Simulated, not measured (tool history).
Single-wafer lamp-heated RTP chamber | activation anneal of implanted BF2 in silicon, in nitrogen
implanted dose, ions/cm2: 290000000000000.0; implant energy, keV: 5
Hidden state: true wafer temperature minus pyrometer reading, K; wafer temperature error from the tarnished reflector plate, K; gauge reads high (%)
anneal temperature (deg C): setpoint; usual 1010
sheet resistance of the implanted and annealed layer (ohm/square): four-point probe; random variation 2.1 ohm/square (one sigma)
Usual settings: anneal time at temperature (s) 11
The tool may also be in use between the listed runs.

run     day  anneal temperature (deg C)  anneal time at temperature (s)  wafers since the last listed run  wafers since the last pyrometer calibration  wafers since the reflector plate was cleaned  hours since the gauge calibration  read-back reference wafer on the same gauge, sheet resistance  sheet resistance of the implanted and annealed layer (ohm/square)
  1       0                        1010                              11                                 0                                          892                                          6410                              182.3                                                         700.88                                                             603.39
      0.417  -- gauge calibrated
  2    0.45                        1010                              11                               148                                         1040                                          6558                                0.8                                                         700.72                                                             598.05
  3   1.179                        1001                              11                               239                                         1280                                          6798                               18.3                                                         701.11                                                             626.47
  4   1.846                        1001                              11                               219                                         1499                                          7017                               34.3                                                         701.26                                                             626.58
  5   2.242                        1001                              11                               130                                         1629                                          7147                               43.8                                                         701.14                                                             628.01
  6   2.592                        1010                              11                               115                                         1744                                          7262                               52.2                                                         701.28                                                             599.38
      3.242  -- pyrometer window cleaned and pyrometer calibrated
  7   3.262                        1010                              16                               111                                            6                                          7373                               68.3                                                         701.13                                                             569.71
  8   3.446                        1010                              11                                60                                           66                                          7433                               72.7                                                         700.71                                                             591.68
  9   3.912                        1010                              11                               153                                          220                                          7587                               83.9                                                         700.57                                                             592.27
 10   4.258                         993                              11                               113                                          334                                          7701                               92.2                                                         701.38                                                             636.64
      4.946  -- reflector plate cleaned
 11   4.967                         993                              11                               123                                          457                                             6                              109.2                                                         701.52                                                             634.68
      5.783  -- pyrometer window cleaned and pyrometer calibrated, repeated, since the last time left the tool worse
 12   5.804                        1010                              11                               165                                            7                                           172                              129.3                                                         700.78                                                             606.09
 13   5.917                         993                              15                                37                                           44                                           209                                132                                                         701.08                                                              636.6
 14   6.629                        1010                              11                               234                                          278                                           443                              149.1                                                         701.38                                                             609.27
 15   7.204                        1010                              11                               189                                          467                                           633                              162.9                                                         700.94                                                             605.72
 16   7.662                        1010                              11                               150                                          618                                           783                              173.9                                                         701.34                                                             606.36
      7.692  -- gauge calibrated
 17   8.279                        1001                               8                               202                                          821                                           986                               14.1                                                         700.94                                                             651.05
 18     8.6                        1010                              11                               105                                          926                                          1092                               21.8                                                          700.6                                                             607.78
 19   9.292                        1039                              15                               227                                         1154                                          1319                               38.4                                                         700.72                                                             520.97
 20  10.017                         996                               5                               238                                         1392                                          1558                               55.8                                                         701.33                                                             689.57
 21  10.479                         990                               6                               152                                         1544                                          1710                               66.9                                                         700.74                                                             700.15
 22  10.858                        1024                               5                               124                                         1669                                          1834                                 76                                                         701.33                                                             617.32
     12.162  -- pyrometer window cleaned and pyrometer calibrated
 23  12.496                        1010                              15                               428                                          108                                          2263                              115.3                                                         701.03                                                             586.11
 24  13.138                        1010                              11                               211                                          320                                          2474                              130.7                                                         700.69                                                             610.06
 25  13.854                        1034                               9                               235                                          555                                          2710                              147.9                                                         700.45                                                              560.9

Forecast each of these 3 alternatives for the next run:
  A  13.871                         995                              11                                 5                                          561                                          2716                              148.3                                                              ?                                                                  ?
  B  13.871                        1032                               9                                 5                                          561                                          2716                              148.3                                                              ?                                                                  ?
  C  13.871                        1022                               6                                 5                                          561                                          2716                              148.3                                                              ?                                                                  ?

run  read-back reference wafer on the same gauge, sheet resistance  sheet resistance of the implanted and annealed layer (ohm/square)
  A                                                         701.19                                                             649.84
  B                                                         701.19                                                             566.66
  C                                                         701.19                                                             613.89
Without the tool's hidden state the same runs would have given:
run  sheet resistance of the implanted and annealed layer (ohm/square)
  A                                                             653.67
  B                                                             569.28
  C                                                             616.97
